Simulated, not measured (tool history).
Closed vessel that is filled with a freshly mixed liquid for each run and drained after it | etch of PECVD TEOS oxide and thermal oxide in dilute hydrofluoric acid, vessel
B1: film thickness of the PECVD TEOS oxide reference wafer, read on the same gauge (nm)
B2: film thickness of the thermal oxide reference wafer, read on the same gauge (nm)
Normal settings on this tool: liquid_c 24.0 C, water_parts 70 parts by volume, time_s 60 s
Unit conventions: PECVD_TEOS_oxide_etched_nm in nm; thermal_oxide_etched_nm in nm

run 1 hour=0.0 | liquid_c=24.0 water_parts=70 time_s=60 | B1=69.98 B2=150.006 | PECVD_TEOS_oxide_etched_nm=12.76 thermal_oxide_etched_nm=4.162
run 2 hour=70.3 | liquid_c=24.0 water_parts=70 time_s=60 | B1=70.00 B2=149.991 | PECVD_TEOS_oxide_etched_nm=12.66 thermal_oxide_etched_nm=4.208
run 3 hour=131.3 | liquid_c=24.0 water_parts=70 time_s=60 | B1=70.02 B2=150.007 | PECVD_TEOS_oxide_etched_nm=12.52 thermal_oxide_etched_nm=4.156
run 4 hour=214.6 | liquid_c=24.0 water_parts=70 time_s=60 | B1=69.99 B2=150.008 | PECVD_TEOS_oxide_etched_nm=12.54 thermal_oxide_etched_nm=4.159
-- hour=248.7 thermometer replaced
run 5 hour=305.9 | liquid_c=24.0 water_parts=70 time_s=60 | B1=70.05 B2=149.984 | PECVD_TEOS_oxide_etched_nm=12.79 thermal_oxide_etched_nm=4.266
run 6 hour=401.8 | liquid_c=24.0 water_parts=70 time_s=60 | B1=70.00 B2=149.982 | PECVD_TEOS_oxide_etched_nm=12.87 thermal_oxide_etched_nm=4.162
run 7 hour=569.6 | liquid_c=24.0 water_parts=70 time_s=60 | B1=70.01 B2=149.996 | PECVD_TEOS_oxide_etched_nm=12.70 thermal_oxide_etched_nm=4.206
run 8 hour=629.6 | liquid_c=24.0 water_parts=70 time_s=60 | B1=69.98 B2=149.978 | PECVD_TEOS_oxide_etched_nm=12.68 thermal_oxide_etched_nm=4.142
run 9 hour=698.3 | liquid_c=24.0 water_parts=70 time_s=60 | B1=69.99 B2=149.984 | PECVD_TEOS_oxide_etched_nm=12.72 thermal_oxide_etched_nm=4.098
run 10 hour=739.7 | liquid_c=24.0 water_parts=70 time_s=60 | B1=70.00 B2=150.014 | PECVD_TEOS_oxide_etched_nm=12.59 thermal_oxide_etched_nm=4.080
-- hour=820.6 thermometer replaced
-- hour=820.6 gauge calibrated
-- hour=825.5 hydrofluoric acid flow meter replaced
run 11 hour=828.5 | liquid_c=24.0 water_parts=70 time_s=60 | B1=69.97 B2=150.026 | PECVD_TEOS_oxide_etched_nm=12.83 thermal_oxide_etched_nm=4.276
run 12 hour=875.8 | liquid_c=27.5 water_parts=90 time_s=60 | B1=70.00 B2=149.974 | PECVD_TEOS_oxide_etched_nm=11.12 thermal_oxide_etched_nm=3.709
run 13 hour=943.6 | liquid_c=28.5 water_parts=55 time_s=90 | B1=70.07 B2=149.982 | PECVD_TEOS_oxide_etched_nm=29.93 thermal_oxide_etched_nm=9.846
run 14 hour=998.1 | liquid_c=24.0 water_parts=70 time_s=60 | B1=69.96 B2=150.022 | PECVD_TEOS_oxide_etched_nm=12.67 thermal_oxide_etched_nm=4.164
run 15 hour=1079.6 | liquid_c=22.0 water_parts=85 time_s=45 | B1=69.99 B2=150.028 | PECVD_TEOS_oxide_etched_nm=7.09 thermal_oxide_etched_nm=2.312
run 16 hour=1149.6 | liquid_c=24.0 water_parts=40 time_s=40 | B1=70.06 B2=150.004 | PECVD_TEOS_oxide_etched_nm=15.40 thermal_oxide_etched_nm=5.056
run 17 hour=1220.0 | liquid_c=25.5 water_parts=80 time_s=75 | B1=70.00 B2=150.016 | PECVD_TEOS_oxide_etched_nm=14.45 thermal_oxide_etched_nm=4.731
run 18 hour=1322.1 | liquid_c=29.0 water_parts=70 time_s=60 | B1=69.96 B2=149.966 | PECVD_TEOS_oxide_etched_nm=15.28 thermal_oxide_etched_nm=5.159
run 19 hour=1372.2 | liquid_c=25.5 water_parts=80 time_s=75 | B1=69.99 B2=149.994 | PECVD_TEOS_oxide_etched_nm=14.41 thermal_oxide_etched_nm=4.672
-- hour=1396.7 thermometer replaced
run 20 hour=1463.9 | liquid_c=24.0 water_parts=70 time_s=60 | B1=70.02 B2=149.957 | PECVD_TEOS_oxide_etched_nm=12.83 thermal_oxide_etched_nm=4.201
run 21 hour=1542.5 | liquid_c=28.5 water_parts=70 time_s=85 | B1=70.00 B2=149.994 | PECVD_TEOS_oxide_etched_nm=21.53 thermal_oxide_etched_nm=7.166
run 22 hour=1615.9 | liquid_c=24.0 water_parts=70 time_s=60 | B1=70.04 B2=150.024 | PECVD_TEOS_oxide_etched_nm=12.87 thermal_oxide_etched_nm=4.194
run 23 hour=1669.1 | liquid_c=24.0 water_parts=90 time_s=70 | B1=70.00 B2=150.038 | PECVD_TEOS_oxide_etched_nm=11.33 thermal_oxide_etched_nm=3.668
run 24 hour=1754.3 | liquid_c=25.5 water_parts=70 time_s=50 | B1=69.96 B2=149.993 | PECVD_TEOS_oxide_etched_nm=11.23 thermal_oxide_etched_nm=3.664
run 25 hour=1818.9 | liquid_c=28.0 water_parts=70 time_s=60 | B1=69.96 B2=150.003 | PECVD_TEOS_oxide_etched_nm=14.76 thermal_oxide_etched_nm=4.854
-- hour=1883.1 hydrofluoric acid flow meter replaced
-- hour=1901.1 thermometer replaced
run 26 hour=1922.1 | liquid_c=24.0 water_parts=70 time_s=60 | B1=69.99 B2=149.957 | PECVD_TEOS_oxide_etched_nm=12.92 thermal_oxide_etched_nm=4.122

Consider 4 possible next runs. They are alternatives, not a sequence: every one starts from the tool as it was left by run 26. What does each give?
run A hour=1922.8 | liquid_c=24.0 water_parts=35 time_s=60 | B1=? B2=? | PECVD_TEOS_oxide_etched_nm=? thermal_oxide_etched_nm=?
run B hour=1922.8 | liquid_c=24.0 water_parts=70 time_s=80 | B1=? B2=? | PECVD_TEOS_oxide_etched_nm=? thermal_oxide_etched_nm=?
run C hour=1922.8 | liquid_c=29.0 water_parts=55 time_s=75 | B1=? B2=? | PECVD_TEOS_oxide_etched_nm=? thermal_oxide_etched_nm=?
run D hour=1922.8 | liquid_c=28.5 water_parts=60 time_s=95 | B1=? B2=? | PECVD_TEOS_oxide_etched_nm=? thermal_oxide_etched_nm=?

run=A B1=69.99 B2=150.040 PECVD_TEOS_oxide_etched_nm=27.10 thermal_oxide_etched_nm=8.805
run=B B1=69.99 B2=150.040 PECVD_TEOS_oxide_etched_nm=17.26 thermal_oxide_etched_nm=5.606
run=C B1=69.99 B2=150.040 PECVD_TEOS_oxide_etched_nm=25.67 thermal_oxide_etched_nm=8.340
run=D B1=69.99 B2=150.040 PECVD_TEOS_oxide_etched_nm=29.01 thermal_oxide_etched_nm=9.425
What these runs would have given with no unlogged condition in the tool:
run=A PECVD_TEOS_oxide_etched_nm=27.27 thermal_oxide_etched_nm=8.860
run=B PECVD_TEOS_oxide_etched_nm=17.36 thermal_oxide_etched_nm=5.640
run=C PECVD_TEOS_oxide_etched_nm=25.82 thermal_oxide_etched_nm=8.389
run=D PECVD_TEOS_oxide_etched_nm=29.18 thermal_oxide_etched_nm=9.481
